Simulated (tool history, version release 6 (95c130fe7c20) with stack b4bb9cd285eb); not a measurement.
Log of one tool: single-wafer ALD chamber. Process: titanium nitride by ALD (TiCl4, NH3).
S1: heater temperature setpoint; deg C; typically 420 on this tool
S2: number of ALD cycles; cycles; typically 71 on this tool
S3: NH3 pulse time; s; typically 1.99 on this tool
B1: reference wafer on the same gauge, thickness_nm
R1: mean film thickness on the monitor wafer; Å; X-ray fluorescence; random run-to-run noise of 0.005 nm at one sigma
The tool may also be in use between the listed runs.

run,day,S1,S2,S3,B1,R1
1,0,420,64,1.99,1.612,13.85
2,1.196,420,71,1.99,1.608,15.38
3,2.1,420,71,1.45,1.61,15.24
4,2.717,420,71,1.45,1.611,15.14
5,3.921,420,71,1.99,1.61,15.29
6,5.362,420,71,1.99,1.61,15.34
7,6.471,408,71,1.99,1.605,15.31
8,7.471,408,71,1.99,1.608,15.26
9,8.938,420,71,1.99,1.603,15.2
10,9.95,420,71,1.99,1.6,15.29
11,10.529,420,71,1.99,1.598,15.33
12,11.588,420,71,2.42,1.6,15.31
13,14.342,428,71,1.99,1.592,15.32
14,17.479,428,71,1.99,1.587,15.18
15,18.783,428,71,1.99,1.585,15.24
# day 19.604: gauge calibrated
16,19.662,420,71,1.99,1.608,15.41
17,20.871,420,77,1.99,1.606,16.71
18,21.667,412,78,1.27,1.604,16.47
19,23.092,420,71,1.99,1.605,15.25
20,23.962,420,71,1.99,1.608,15.28
21,24.467,420,85,2.28,1.607,18.46
22,25.379,420,71,1.99,1.607,15.33
23,26.279,428,71,1.99,1.607,15.27
24,26.929,420,71,1.99,1.605,15.24
25,27.588,420,71,1.99,1.606,15.33
# day 28.271: thermocouple changed; heater temperature recalibrated
26,28.562,426,84,1.78,1.604,18.11
27,29.392,420,82,1.54,1.602,17.54
# day 29.883: showerhead replaced
28,30.771,420,66,1.77,1.601,14.14
29,31.325,406,57,1.44,1.601,12.02
30,32.204,429,71,1.46,1.602,15.19
31,33.333,420,71,1.31,1.597,15.04
32,34.146,432,71,1.99,1.597,15.25
33,35.412,420,71,1.99,1.594,15.15
34,36.517,420,71,1.99,1.593,15.18
35,37.925,409,71,1.25,1.588,14.79
36,38.708,420,71,1.99,1.584,15.13
37,39.496,420,75,1.99,1.584,15.94
38,40.579,435,78,1.39,1.58,16.5
39,41.767,416,58,1.68,1.58,12.24

Below, some changes in R1 between adjacent runs. For each, the amount present without the hidden state too (settings, incoming material, random variation) and the amount remaining for the hidden state with gauge scatter not shared by both compared results:
Hidden conditions of the tool in this case: wafer temperature above the value expected at the setpoint (K); gauge reads high (%).
Run 13 -> 14: settings left as they were, no log entry in between. R1 -0.14 Å: hidden state -0.07, all else -0.07.
Run 15 -> 16: S1 428 -> 420, gauge calibrated. R1 +0.17 Å: hidden state +0.23, all else -0.06.
Run 20 -> 21: S2 71 -> 85, S3 1.99 -> 2.28. R1 +3.18 Å: hidden state -0.02, all else +3.2.
Run 27 -> 28: S2 82 -> 66, S3 1.54 -> 1.77, showerhead replaced. R1 -3.4 Å: hidden state +0, all else -3.4.
Run 38 -> 39: S1 435 -> 416, S2 78 -> 58, S3 1.39 -> 1.68. R1 -4.26 Å: hidden state +0.05, all else -4.31.
